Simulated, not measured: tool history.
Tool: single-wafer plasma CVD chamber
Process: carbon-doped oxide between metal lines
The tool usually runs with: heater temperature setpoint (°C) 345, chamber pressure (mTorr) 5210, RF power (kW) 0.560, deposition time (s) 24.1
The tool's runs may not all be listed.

run	hour	heater temperature setpoint (°C)	chamber pressure (mTorr)	RF power (kW)	deposition time (s)	wafers since the last listed run	hours since the last thermocouple change	hours since the last RF generator calibration	hours since the last manometer calibration	hours since the showerhead was replaced	hours since the gauge calibration	read-back reference wafer on the same gauge, thickness_nm	mean film thickness on the monitor wafer (nm)
1	0.0	337	5210	0.560	24.1	0	2439.1	674.5	2548.9	6199.8	188.5	112.961	113.368
2	13.6	345	6080	0.560	24.1	351	2452.7	688.1	2562.5	6213.4	202.1	113.031	113.299
3	31.1	345	6080	0.560	24.1	451	2470.2	705.6	2580.0	6230.9	219.6	112.890	112.894
4	37.1	345	6080	0.560	24.1	154	2476.2	711.6	2586.0	6236.9	225.6	113.053	113.169
5	46.9	345	5210	0.560	24.1	252	2486.0	721.4	2595.8	6246.7	235.4	112.896	110.850
6	63.6	345	5210	0.560	24.1	431	2502.7	738.1	2612.5	6263.4	252.1	112.894	110.891
7	71.6	345	5210	0.560	24.1	206	2510.7	746.1	2620.5	6271.4	260.1	112.965	110.663
# hour 84.3: RF generator calibrated
8	84.8	345	5210	0.560	24.1	134	2523.9	0.5	2633.7	6284.6	273.3	112.966	115.625
9	99.0	345	5210	0.560	21.5	366	2538.1	14.7	2647.9	6298.8	287.5	113.039	103.270
10	107.4	345	5210	0.560	21.5	216	2546.5	23.1	2656.3	6307.2	295.9	113.015	103.292
11	122.1	345	5210	0.560	21.5	379	2561.2	37.8	2671.0	6321.9	310.6	112.993	103.018
12	129.8	345	5210	0.560	22.9	198	2568.9	45.5	2678.7	6329.6	318.3	112.877	109.804
13	141.4	339	5210	0.560	27.5	299	2580.5	57.1	2690.3	6341.2	329.9	113.043	134.038
14	151.9	359	5660	0.605	22.8	271	2591.0	67.6	2700.8	6351.7	340.4	113.049	114.522
15	166.7	341	4180	0.630	24.1	382	2605.8	82.4	2715.6	6366.5	355.2	113.079	125.725
# hour 214.0: gauge calibrated
16	217.1	345	3950	0.560	24.1	1300	2656.2	132.8	2766.0	6416.9	3.1	113.069	110.216
# hour 227.0: thermocouple changed; heater temperature recalibrated
# hour 231.3: showerhead replaced
17	231.8	355	4200	0.630	22.3	61	4.8	147.5	2780.7	0.5	17.8	113.065	112.173
18	236.3	345	5210	0.560	28.9	116	9.3	152.0	2785.2	5.0	22.3	112.830	136.686
# hour 247.8: capacitance manometer re-zeroed and calibrated
19	248.3	349	5210	0.560	22.0	103	21.3	164.0	0.5	17.0	34.3	113.068	103.426
20	256.9	345	5210	0.560	24.1	221	29.9	172.6	9.1	25.6	42.9	113.138	114.551
21	274.4	352	5980	0.650	25.4	451	47.4	190.1	26.6	43.1	60.4	113.036	137.902
22	289.5	357	4060	0.645	24.1	389	62.5	205.2	41.7	58.2	75.5	113.094	121.510
23	295.8	345	5210	0.560	24.1	162	68.8	211.5	48.0	64.5	81.8	113.068	114.467
24	308.6	338	5210	0.530	22.5	330	81.6	224.3	60.8	77.3	94.6	113.109	102.542
25	317.1	345	5210	0.485	24.1	219	90.1	232.8	69.3	85.8	103.1	112.828	97.389
26	329.1	337	5210	0.560	24.1	309	102.1	244.8	81.3	97.8	115.1	112.874	115.818
27	346.4	345	4170	0.560	24.1	446	119.4	262.1	98.6	115.1	132.4	112.965	110.013
28	354.8	354	5210	0.560	20.8	216	127.8	270.5	107.0	123.5	140.8	112.967	96.489

Predict each of these 4 candidate next runs independently; none follows another, all start after run 28:
A	355.2	345	5210	0.560	24.1	10	128.2	270.9	107.4	123.9	141.2	?	?
B	355.2	345	6330	0.625	19.7	10	128.2	270.9	107.4	123.9	141.2	?	?
C	355.2	345	5210	0.560	26.8	10	128.2	270.9	107.4	123.9	141.2	?	?
D	355.2	340	6320	0.630	27.7	10	128.2	270.9	107.4	123.9	141.2	?	?

run	read-back reference wafer on the same gauge, thickness_nm	mean film thickness on the monitor wafer (nm)
A	112.973	113.676
B	112.973	105.588
C	112.973	126.199
D	112.973	150.668
Stripped of hidden state, with their random variation kept, the same runs would have yielded:
run	mean film thickness on the monitor wafer (nm)
A	116.334
B	107.998
C	129.149
D	154.083
